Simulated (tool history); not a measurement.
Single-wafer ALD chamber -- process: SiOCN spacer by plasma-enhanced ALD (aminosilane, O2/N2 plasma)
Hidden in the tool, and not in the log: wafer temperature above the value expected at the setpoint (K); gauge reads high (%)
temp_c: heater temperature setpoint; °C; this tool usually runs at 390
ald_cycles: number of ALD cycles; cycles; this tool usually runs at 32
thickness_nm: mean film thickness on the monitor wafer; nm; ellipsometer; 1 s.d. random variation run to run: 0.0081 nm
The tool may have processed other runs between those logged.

run	hour	temp_c	ald_cycles	wafers since the last listed run	hours since the last thermocouple change	hours since the gauge calibration	read-back reference wafer on the same gauge, thickness_nm	thickness_nm
1	0	390	32	0	877	171.1	1.887	1.84
2	112.5	390	32	653	989.5	283.6	1.874	1.846
3	156.8	390	32	257	1033.8	327.9	1.866	1.835
4	259.4	381	32	595	1136.4	430.5	1.864	1.818
5	311.1	390	32	300	1188.1	482.2	1.856	1.822
6	386.9	390	32	440	1263.9	558	1.854	1.808
7	426.5	390	32	229	1303.5	597.6	1.849	1.819
8	482.7	390	32	326	1359.7	653.8	1.848	1.806
9	580.2	390	32	566	1457.2	751.3	1.843	1.796
10	811.2	390	32	1341	1688.2	982.3	1.829	1.787
11	913.9	390	32	596	1790.9	1085	1.831	1.791
12	993.3	390	32	461	1870.3	1164.4	1.826	1.79
# hour 1094.5: thermocouple changed; heater temperature recalibrated
13	1101	385	36	578	6.5	1272.1	1.823	2.007
14	1189	385	36	510	94.5	1360.1	1.825	1.997
15	1357.2	390	32	976	262.7	1528.3	1.823	1.782
16	1444.5	390	32	506	350	1615.6	1.825	1.776
# hour 1475.3: gauge calibrated
17	1529.9	390	31	495	435.4	54.6	1.915	1.805
18	1610.2	390	31	466	515.7	134.9	1.901	1.803
19	1696.1	390	31	498	601.6	220.8	1.89	1.79
20	1761.6	385	26	380	667.1	286.3	1.879	1.489
21	1806.4	390	32	260	711.9	331.1	1.878	1.832
22	1908.3	399	32	591	813.8	433	1.87	1.838
23	1950	400	32	242	855.5	474.7	1.859	1.821
24	2044.2	390	32	546	949.7	568.9	1.858	1.816
25	2134.4	390	32	523	1039.9	659.1	1.854	1.807
26	2181.1	395	38	271	1086.6	705.8	1.852	2.149
27	2262.7	390	30	473	1168.2	787.4	1.848	1.711
28	2333.7	390	26	412	1239.2	858.4	1.84	1.472
29	2378.2	390	32	258	1283.7	902.9	1.848	1.804
30	2474.4	390	35	558	1379.9	999.1	1.838	1.976
31	2568.1	402	32	544	1473.6	1092.8	1.838	1.772
32	2657.9	390	32	521	1563.4	1182.6	1.833	1.781
33	2753.6	390	32	555	1659.1	1278.3	1.837	1.806
34	2804.3	376	36	294	1709.8	1329	1.835	2.033
35	2870.9	401	27	386	1776.4	1395.6	1.835	1.49
36	2971.8	377	37	585	1877.3	1496.5	1.833	2.063
# hour 3041.8: gauge calibrated
# hour 3054.3: thermocouple changed; heater temperature recalibrated
37	3058	395	26	454	3.7	16.2	1.919	1.528
38	3119.5	390	32	357	65.2	77.7	1.906	1.869

4 ways to go on from here, each from the tool as it stands after run 38. What would each give?
A	3120	384	32	2	65.7	78.2	?	?
B	3120	385	30	2	65.7	78.2	?	?
C	3120	400	30	2	65.7	78.2	?	?
D	3120	401	28	2	65.7	78.2	?	?

run	read-back reference wafer on the same gauge, thickness_nm	thickness_nm
A	1.907	1.873
B	1.907	1.756
C	1.907	1.748
D	1.907	1.626
Without the tool's hidden state the same runs would have given:
run	thickness_nm
A	1.886
B	1.768
C	1.76
D	1.637

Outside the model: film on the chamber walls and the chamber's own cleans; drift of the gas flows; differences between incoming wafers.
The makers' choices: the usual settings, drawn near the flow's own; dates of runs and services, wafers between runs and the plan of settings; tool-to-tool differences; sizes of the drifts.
